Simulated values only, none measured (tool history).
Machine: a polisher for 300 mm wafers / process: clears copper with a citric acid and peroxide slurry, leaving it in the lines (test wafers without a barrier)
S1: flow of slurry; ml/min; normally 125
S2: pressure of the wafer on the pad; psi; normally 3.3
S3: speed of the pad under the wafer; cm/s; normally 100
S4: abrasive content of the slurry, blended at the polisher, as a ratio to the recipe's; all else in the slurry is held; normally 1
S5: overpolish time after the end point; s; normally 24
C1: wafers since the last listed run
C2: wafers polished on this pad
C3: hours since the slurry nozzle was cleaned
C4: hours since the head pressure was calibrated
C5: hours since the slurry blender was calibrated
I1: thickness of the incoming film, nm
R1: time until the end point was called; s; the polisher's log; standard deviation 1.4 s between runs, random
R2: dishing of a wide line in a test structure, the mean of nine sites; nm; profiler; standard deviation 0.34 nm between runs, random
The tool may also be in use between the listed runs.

run   hour   S1   S2   S3    S4  S5   C1    C2     C3      C4     C5     I1     R1    R2
  1      0  125  3.3  100     1  24    0   468  602.5  1218.8  170.7  347.8  159.1  25.7
  2   13.6  125  2.7  100     1  24   62   530  616.1  1232.4  184.3  345.9    188  23.4
      16.4  -- slurry blender recalibrated
  3   38.8  125  2.7  100     1  24  106   637  641.3  1257.6   22.4  342.8  184.7  23.4
  4   74.1  125  3.3  100     1  24  161   799  676.6  1292.9   57.7    345  159.6  26.3
  5  104.7  125  3.3  100     1  24  140   939  707.2  1323.5   88.3  346.8  166.2  25.6
       160  -- worn pad replaced by a new one
       176  -- slurry blender recalibrated
  6  190.3  125  3.3  100     1  24  365   129  792.8  1409.1   14.3  345.4  156.6  26.6
  7  212.2  125  3.3  100     1  14  100   230  814.7    1431   36.2  342.1  153.1  18.5
  8    242  125  3.3  100     1  14  136   366  844.5  1460.8     66  344.7  155.4  18.5
  9  263.6  125  3.3  100     1  24   99   465  866.1  1482.4   87.6  340.6    155  26.8
 10  292.5  125  3.3  100     1  24  132   598    895  1511.3  116.5    342  154.7  26.4
     297.9  -- head pressure recalibrated
 11  329.5  125  3.3   72     1  24  160   759    932    31.6  153.5  342.8    214  21.7
 12  342.4  125  3.3  100     1  24   59   818  944.9    44.5  166.4  343.9    164  25.9
     351.6  -- slurry blender recalibrated
 13  362.6  125  2.5  100   0.8  13   83   901  965.1    64.7     11  342.9  210.9  13.7
 14  391.2  125  3.7  100  1.15  14  131  1032  993.7    93.3   39.6  345.7  147.2  19.9
     402.7  -- worn pad replaced by a new one
     405.7  -- slurry nozzle cleaned
 15  419.7  125  2.1  100     1  15  107    73     14   121.8   68.1  345.6  224.2  14.9
 16  436.2  125  3.3  134     1  24   75   149   30.5   138.3   84.6  351.8  124.2  29.6
 17  454.5  125  3.6  100     1  24   83   233   48.8   156.6  102.9  347.1  144.8  27.6
 18  474.3  125  3.3  100     1  24   90   323   68.6   176.4  122.7    346  155.8  26.1
 19    488  125  3.3  100     1  24   62   386   82.3   190.1  136.4  345.1  158.9  25.6
 20  504.8  125  3.3  100     1  24   77   463   99.1   206.9  153.2  339.1    155  26.6
 21  521.7  125  3.3  100     1  24   77   541    116   223.8  170.1    350  160.2  25.9
     533.6  -- slurry blender recalibrated
 22    555  125  3.8  100     1  24  143   684  149.3   257.1   21.4  348.6  145.4  27.8
 23  570.1  110  3.6  100  0.75  24   69   754  164.4   272.2   36.5  347.7  164.7    26
 24  600.9  110  3.3  100     1  33  141   895  195.2     303   67.3  350.2    173  29.3
 25  632.3  125  3.3  100     1  24  144  1039  226.6   334.4   98.7  345.3  169.4  25.1
 26  656.7  170  3.3  100     1  24  111  1151    251   358.8  123.1  343.5  163.7  25.9
 27  674.1  160  3.9   90     1  24   79  1231  268.4   376.2  140.5  347.8  160.4  26.4
 28  686.4  125  2.9   82     1  19   56  1287  280.7   388.5  152.8  345.2  230.8  17.8
     709.2  -- worn pad replaced by a new one
 29  720.9  125  3.3  100  1.25  32  139    53  315.2     423  187.3  342.4    146  30.8

Forecast each of these 3 alternatives for the next run:
  A  721.4  125  3.3  100     1  13   0  54  315.7  423.5  187.8  347.2   ?   ?
  B  721.4  125  3.3  136  1.25  24   0  54  315.7  423.5  187.8  347.2   ?   ?
  C  721.4  125  3.3  122     1  24   0  54  315.7  423.5  187.8  347.2   ?   ?

run     R1    R2
  A  153.9  18.2
  B  112.5  30.8
  C  129.4    29
What these runs would have given with no unlogged condition in the tool:
run     R1    R2
  A  153.8  18.2
  B  112.4  30.8
  C  129.3  29.1
